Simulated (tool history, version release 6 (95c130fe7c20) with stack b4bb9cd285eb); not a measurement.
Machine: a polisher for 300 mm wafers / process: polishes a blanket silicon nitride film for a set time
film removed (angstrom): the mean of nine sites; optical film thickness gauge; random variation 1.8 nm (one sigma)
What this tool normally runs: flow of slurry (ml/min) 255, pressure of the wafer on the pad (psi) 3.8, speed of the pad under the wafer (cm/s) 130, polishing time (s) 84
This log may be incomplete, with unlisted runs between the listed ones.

run	hour	flow of slurry (ml/min)	pressure of the wafer on the pad (psi)	speed of the pad under the wafer (cm/s)	polishing time (s)	incoming thickness of the incoming film, nm	film removed (angstrom)
1	0	255	3.8	130	84	854.5	1813
2	80.1	255	3.8	130	84	834.2	1779
3	140.3	185	3.8	130	84	834	1713
# hour 162.4: head pressure recalibrated
# hour 193: worn pad replaced by a new one
4	199.4	255	3.8	130	84	842.1	1782
5	242.8	255	3.8	130	84	847	1765
6	324.6	255	3.8	130	84	854.7	1825
# hour 356: slurry nozzle cleaned
7	397.2	255	3.8	130	84	844.7	1797
8	435.3	255	3.8	130	84	856.6	1798
9	514	255	3.8	130	64	840.6	1393
10	571.5	255	3.8	130	64	851.6	1383
# hour 610.3: head pressure recalibrated
11	619.6	255	3.8	130	64	846.5	1371
# hour 659.8: worn pad replaced by a new one
12	697.5	255	4.2	160	84	849.2	2382
13	750.5	255	4.2	160	84	852.9	2363
14	828.4	255	3.8	130	84	848.4	1804
# hour 840.1: slurry nozzle cleaned
15	923.6	255	3.8	130	84	845	1785
16	990.2	255	3.8	130	84	848.1	1756
17	1033.1	185	3.4	130	84	849.2	1531
18	1135.5	255	3.8	130	84	860.1	1778
# hour 1165.6: head pressure recalibrated
# hour 1223.8: worn pad replaced by a new one
19	1236.9	255	3.8	130	84	841.1	1803
# hour 1307.2: slurry nozzle cleaned
20	1331.8	255	3.1	130	84	843.7	1466
21	1404.8	255	3.8	130	92	850.5	1934

Run 22 is up next; what results do you expect?
22	1455	255	3.8	152	69	848.2	?

{"run 22": {"film removed (angstrom)": 1660}}
The same run, on a tool lacking any hidden state, would have yielded film removed (angstrom) 1660.

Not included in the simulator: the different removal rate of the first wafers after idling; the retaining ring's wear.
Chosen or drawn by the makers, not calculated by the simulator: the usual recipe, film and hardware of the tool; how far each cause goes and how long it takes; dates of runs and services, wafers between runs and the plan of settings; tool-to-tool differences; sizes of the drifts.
